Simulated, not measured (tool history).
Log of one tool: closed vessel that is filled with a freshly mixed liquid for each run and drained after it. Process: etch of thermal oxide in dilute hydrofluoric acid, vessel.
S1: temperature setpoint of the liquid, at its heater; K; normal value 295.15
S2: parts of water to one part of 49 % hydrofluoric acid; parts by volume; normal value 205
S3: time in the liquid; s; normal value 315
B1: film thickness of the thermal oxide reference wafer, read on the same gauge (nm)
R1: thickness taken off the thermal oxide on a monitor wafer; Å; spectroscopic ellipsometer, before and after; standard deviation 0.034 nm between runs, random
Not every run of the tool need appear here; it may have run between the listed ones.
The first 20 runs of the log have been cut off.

run,hour,S1,S2,S3,B1,R1
# hour 1729.3: thermometer replaced
21,1755.5,290.65,280,415,40.02,42.1
22,1811.4,295.15,205,315,40.01,55.4
23,1858.2,293.65,285,465,39.99,51.6
24,1958.5,297.65,285,315,39.99,41.4
25,2014.2,295.15,265,260,40.01,34.0
26,2073.7,295.15,280,315,40.03,38.8
27,2168.0,291.15,205,495,40.00,77.7
28,2220.0,291.65,300,495,40.02,50.4
29,2276.8,295.15,205,315,40.00,58.5
30,2380.3,295.15,270,315,39.99,42.4
31,2444.4,298.65,150,440,39.96,139.0
32,2518.0,290.65,290,385,39.99,41.3
33,2574.0,292.15,245,315,40.00,43.9

Consider 4 possible next runs. They are alternatives, not a sequence: every one starts from the tool as it was left by run 33. What does each give?
A,2574.7,295.15,205,385,?,?
B,2574.7,300.15,205,390,?,?
C,2574.7,300.15,275,155,?,?
D,2574.7,297.65,150,315,?,?

run,B1,R1
A,40.02,74.5
B,40.02,90.4
C,40.02,24.8
D,40.02,97.2
Take away the tool's hidden state, keep each run's random variation, and the runs would have read:
run,R1
A,64.5
B,78.4
C,21.5
D,84.1
